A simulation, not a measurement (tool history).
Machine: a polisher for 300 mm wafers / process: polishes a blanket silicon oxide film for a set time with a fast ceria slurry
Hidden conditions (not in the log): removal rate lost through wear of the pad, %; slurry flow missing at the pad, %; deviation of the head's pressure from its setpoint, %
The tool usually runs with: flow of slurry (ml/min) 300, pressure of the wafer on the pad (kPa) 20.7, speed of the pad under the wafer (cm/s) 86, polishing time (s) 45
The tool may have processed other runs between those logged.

run   hour  flow of slurry (ml/min)  pressure of the wafer on the pad (kPa)  speed of the pad under the wafer (cm/s)  polishing time (s)  wafers since the last listed run  wafers polished on this pad  hours since the slurry nozzle was cleaned  hours since the head pressure was calibrated  incoming thickness of the incoming film, nm  film removed (angstrom)
  1    0.0                      300                                    20.7                                       86                  45                                 0                         1923                                      340.8                                        1401.4                                       3178.6                     7142
      10.5  -- worn pad replaced by a new one
  2  115.0                      300                                    20.7                                       86                  45                              1437                         1353                                      455.8                                        1516.4                                       3197.1                     7100
  3  159.4                      300                                    20.7                                       86                  45                               575                         1928                                      500.2                                        1560.8                                       3199.3                     6955
     170.0  -- worn pad replaced by a new one
  4  211.4                      300                                    16.5                                       86                  45                               621                          536                                      552.2                                        1612.8                                       3232.9                     5543
  5  255.3                      300                                    16.5                                       86                  45                               568                         1105                                      596.1                                        1656.7                                       3252.3                     5519
     270.2  -- head pressure recalibrated
  6  279.5                      300                                    16.5                                       86                  45                               287                         1393                                      620.3                                           9.3                                       3299.2                     5531
  7  321.7                      370                                    20.7                                       86                  45                               546                         1939                                      662.5                                          51.5                                       3254.0                     7071
     336.4  -- worn pad replaced by a new one
  8  353.5                      370                                    20.7                                       86                  45                               360                          221                                      694.3                                          83.3                                       3273.7                     7019
  9  397.2                      375                                    25.5                                       86                  45                               566                          788                                      738.0                                         127.0                                       3252.4                     8486
     400.5  -- slurry nozzle cleaned
 10  429.6                      300                                    26.2                                       78                  45                               406                         1194                                       29.1                                         159.4                                       3266.1                     8180

What does the tool deliver on the next run?
 11  468.3                      300                                    20.7                                       76                  45                               501                         1696                                       67.8                                         198.1                                       3223.1                        ?

Run 11 came out at film removed (angstrom) 6369.
The same run, on a tool lacking any hidden state, would have yielded film removed (angstrom) 6414.
